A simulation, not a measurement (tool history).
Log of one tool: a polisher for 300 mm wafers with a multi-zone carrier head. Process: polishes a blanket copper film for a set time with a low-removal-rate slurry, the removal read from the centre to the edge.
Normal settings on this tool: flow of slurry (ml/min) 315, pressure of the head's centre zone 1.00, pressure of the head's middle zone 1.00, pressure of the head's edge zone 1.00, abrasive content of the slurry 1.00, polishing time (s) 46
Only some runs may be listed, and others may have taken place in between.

run,hour,flow of slurry (ml/min),pressure of the head's centre zone,pressure of the head's middle zone,pressure of the head's edge zone,abrasive content of the slurry,polishing time (s),"incoming thickness of the incoming film, nm",film removed at the wafer's centre (Å),film removed at mid-radius (Å),film removed at the wafer's edge (Å)
1,0.0,315,0.92,1.00,1.00,1.00,46,1209.5,606,663,655
2,8.1,315,1.00,1.00,1.00,0.90,38,1225.5,525,526,525
# hour 15.2: worn pad replaced by a new one
3,20.1,315,1.00,1.00,1.00,1.00,46,1205.5,719,708,705
# hour 34.3: carrier head's membrane replaced by a new one
4,34.8,385,1.00,1.00,1.00,1.00,46,1207.7,718,718,709
5,45.1,315,1.10,1.00,1.00,1.00,52,1182.7,857,804,799
6,51.3,230,1.00,1.00,1.04,1.00,46,1208.9,675,687,705
# hour 54.0: edge zone pressure recalibrated
7,64.2,315,1.00,0.92,1.04,1.00,46,1200.5,692,657,714
8,72.6,315,1.00,1.00,1.00,1.00,46,1175.7,690,702,686
9,83.7,315,1.00,1.00,1.00,1.00,46,1182.8,682,689,684
10,90.7,315,1.00,1.00,1.00,0.85,46,1181.8,664,662,658
11,100.9,315,1.00,1.00,1.00,1.00,53,1197.3,777,789,796
# hour 111.5: slurry nozzle cleaned
12,114.2,315,1.00,0.97,0.94,1.00,46,1191.5,664,656,642
13,121.9,315,1.07,1.00,1.00,1.00,46,1185.8,708,669,656
14,139.6,245,1.10,1.00,1.04,1.00,61,1184.2,919,843,863
# hour 147.5: worn pad replaced by a new one
15,156.6,360,1.00,1.00,1.00,1.00,57,1196.7,906,887,876
16,163.8,250,1.00,1.00,1.00,1.00,35,1201.8,537,531,527
17,169.8,315,1.00,1.00,1.00,1.00,46,1192.9,714,699,701
18,220.4,315,0.94,1.00,1.00,1.00,46,1198.6,651,684,679
19,235.5,315,1.00,1.00,1.00,1.00,46,1218.2,670,674,660
20,248.8,365,1.00,1.00,0.93,0.80,57,1214.9,801,804,779
21,258.5,215,1.00,0.92,1.00,1.00,46,1204.4,638,602,644
# hour 267.0: worn pad replaced by a new one
22,267.5,315,1.09,1.00,1.00,1.00,46,1192.4,765,711,710
23,282.2,315,1.00,0.95,1.00,1.00,46,1193.5,714,681,704

Below are 3 alternative next runs, each starting from the tool's condition after run 23. Predict each:
A,282.6,315,1.00,1.00,1.00,1.00,46,1192.8,?,?,?
B,282.6,315,1.00,1.00,1.00,1.00,61,1192.8,?,?,?
C,282.6,415,1.00,0.89,1.07,1.10,46,1192.8,?,?,?

run,film removed at the wafer's centre (Å),film removed at mid-radius (Å),film removed at the wafer's edge (Å)
A,702,712,699
B,931,944,926
C,731,671,748
Had the tool no hidden state, the same runs would have come out as:
run,film removed at the wafer's centre (Å),film removed at mid-radius (Å),film removed at the wafer's edge (Å)
A,708,718,704
B,939,952,934
C,737,677,754

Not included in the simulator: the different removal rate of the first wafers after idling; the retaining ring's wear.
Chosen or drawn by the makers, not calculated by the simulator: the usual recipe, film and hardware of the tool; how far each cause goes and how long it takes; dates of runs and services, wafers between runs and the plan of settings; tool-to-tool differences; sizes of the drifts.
